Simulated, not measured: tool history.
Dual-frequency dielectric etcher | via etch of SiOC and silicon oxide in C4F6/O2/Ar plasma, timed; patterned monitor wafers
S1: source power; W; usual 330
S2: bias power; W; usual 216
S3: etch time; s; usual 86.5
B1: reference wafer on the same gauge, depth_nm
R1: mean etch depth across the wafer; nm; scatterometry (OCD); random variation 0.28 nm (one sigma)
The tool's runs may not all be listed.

run	hour	S1	S2	S3	B1	R1
1	0	330	216	105.5	94.5	122.8
2	66.5	330	216	105.5	94.5	122.7
3	161.8	330	216	105.5	94.5	123.5
4	202.6	330	216	86.5	94.5	101
# hour 303.3: wet clean of the chamber
5	303.8	330	216	86.5	94.5	98.1
6	397	330	216	86.5	94.4	99.1
# hour 483.5: source power generator calibrated
7	680.5	330	216	86.5	94.6	101
8	781.5	330	216	86.5	94.5	100.8
# hour 860.2: wet clean of the chamber
9	871.1	270	198	86.5	94.5	87.5
10	947.7	270	198	86.5	94.5	87.8
11	1051.4	270	198	86.5	94.4	88.2
12	1095.3	330	182	100	94.6	109.3
13	1140.7	330	216	86.5	94.6	98.9
14	1225.6	330	216	86.5	94.5	99.8
15	1289.2	330	249	86.5	94.5	104.4
# hour 1316: bias power generator calibrated
16	1346.5	390	170	86.5	94.4	101.7
17	1422.7	270	167	107	94.5	106.7
18	1480.4	260	216	86.5	94.5	91.6
# hour 1518.8: wet clean of the chamber
19	1530.8	360	263	106.5	94.5	131.8
20	1611.6	330	216	86.5	94.5	98.2
# hour 1656.6: upper electrode replaced
21	1657.1	260	163	103	94.5	97.6
# hour 1728.5: gauge calibrated
22	1731.4	380	201	86.5	94.5	103.5
23	1906.9	310	239	100	94.5	115.4
24	1984.5	380	176	109	94.6	127.3
25	2031.1	330	197	86.5	94.5	98.1
26	2134	330	216	86.5	94.5	101.6

The next listed run, before its measurement:
# hour 2166: wet clean of the chamber
27	2190.8	410	244	103	?	?

B1: 94.5
R1: 133.1 nm
Without the tool's hidden state the same run would have given R1 132.9 nm.
